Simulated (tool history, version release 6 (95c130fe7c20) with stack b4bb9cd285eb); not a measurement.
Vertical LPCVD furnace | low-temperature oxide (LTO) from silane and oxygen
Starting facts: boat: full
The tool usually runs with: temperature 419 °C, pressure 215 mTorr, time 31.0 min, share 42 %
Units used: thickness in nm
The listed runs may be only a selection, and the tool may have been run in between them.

| run | hour | temperature | pressure | time | share | read-back reference wafer on the same gauge, thickness | thickness |
|---|---|---|---|---|---|---|---|
| 1 | 0.0 | 419 | 215 | 31.0 | 42 | 393.91 | 374.96 |
| 2 | 35.7 | 419 | 215 | 31.0 | 42 | 393.71 | 376.12 |
| 3 | 90.7 | 414 | 215 | 31.0 | 42 | 394.18 | 356.90 |
| 4 | 152.6 | 414 | 215 | 31.0 | 42 | 393.93 | 358.22 |
| 5 | 191.5 | 414 | 215 | 31.0 | 42 | 394.17 | 360.83 |
| 6 | 230.9 | 419 | 215 | 31.0 | 42 | 393.79 | 376.98 |
| 7 | 269.6 | 419 | 215 | 31.0 | 42 | 393.91 | 377.48 |
| 8 | 299.2 | 419 | 215 | 31.0 | 42 | 393.78 | 376.75 |
| 9 | 341.5 | 419 | 215 | 31.0 | 42 | 394.29 | 379.28 |
| 10 | 376.2 | 419 | 215 | 31.0 | 42 | 393.76 | 375.79 |
| 11 | 412.1 | 419 | 215 | 31.0 | 42 | 393.90 | 377.70 |
|  | 428.1 | gauge calibrated |
| 12 | 437.7 | 419 | 215 | 31.0 | 42 | 393.74 | 377.54 |
| 13 | 461.7 | 419 | 250 | 31.0 | 42 | 393.96 | 440.61 |
| 14 | 503.3 | 419 | 250 | 31.0 | 42 | 394.09 | 439.12 |
|  | 539.0 | pressure gauge zeroed |
| 15 | 539.5 | 419 | 215 | 34.0 | 47 | 393.92 | 460.01 |
| 16 | 574.1 | 428 | 260 | 31.0 | 49 | 393.88 | 573.00 |
|  | 683.2 | silane flow controller replaced |
| 17 | 753.5 | 419 | 215 | 31.0 | 42 | 393.98 | 380.06 |
| 18 | 796.3 | 414 | 215 | 31.0 | 42 | 394.14 | 359.64 |
| 19 | 821.6 | 411 | 215 | 31.0 | 35 | 394.20 | 281.04 |
| 20 | 869.7 | 409 | 250 | 23.0 | 37 | 394.00 | 253.59 |
| 21 | 898.9 | 419 | 235 | 31.0 | 42 | 393.95 | 413.20 |
| 22 | 961.7 | 419 | 215 | 31.0 | 42 | 394.02 | 379.53 |
|  | 1029.4 | thermocouples replaced and temperature profile calibrated |
| 23 | 1029.9 | 419 | 215 | 39.0 | 42 | 394.02 | 459.95 |
| 24 | 1077.1 | 419 | 215 | 31.0 | 42 | 394.13 | 366.56 |
| 25 | 1111.4 | 414 | 215 | 31.0 | 35 | 393.88 | 281.21 |
| 26 | 1177.2 | 428 | 180 | 40.5 | 37 | 394.13 | 381.77 |
| 27 | 1241.7 | 419 | 215 | 31.0 | 35 | 394.00 | 298.73 |
| 28 | 1295.3 | 419 | 270 | 31.0 | 42 | 393.90 | 464.53 |
| 29 | 1352.7 | 424 | 215 | 40.5 | 48 | 393.97 | 572.05 |

3 ways to go on from here, each from the tool as it stands after run 29. What would each give?
| A | 1358.0 | 427 | 215 | 31.0 | 42 | ? | ? |
| B | 1358.0 | 412 | 215 | 31.0 | 46 | ? | ? |
| C | 1358.0 | 424 | 270 | 42.5 | 42 | ? | ? |

| run | read-back reference wafer on the same gauge, thickness | thickness |
|---|---|---|
| A | 394.10 | 398.05 |
| B | 394.10 | 375.54 |
| C | 394.10 | 665.52 |
The same runs, with their run-to-run variation unchanged, on a tool lacking any hidden condition would have given:
| run | thickness |
|---|---|
| A | 392.25 |
| B | 369.92 |
| C | 655.70 |
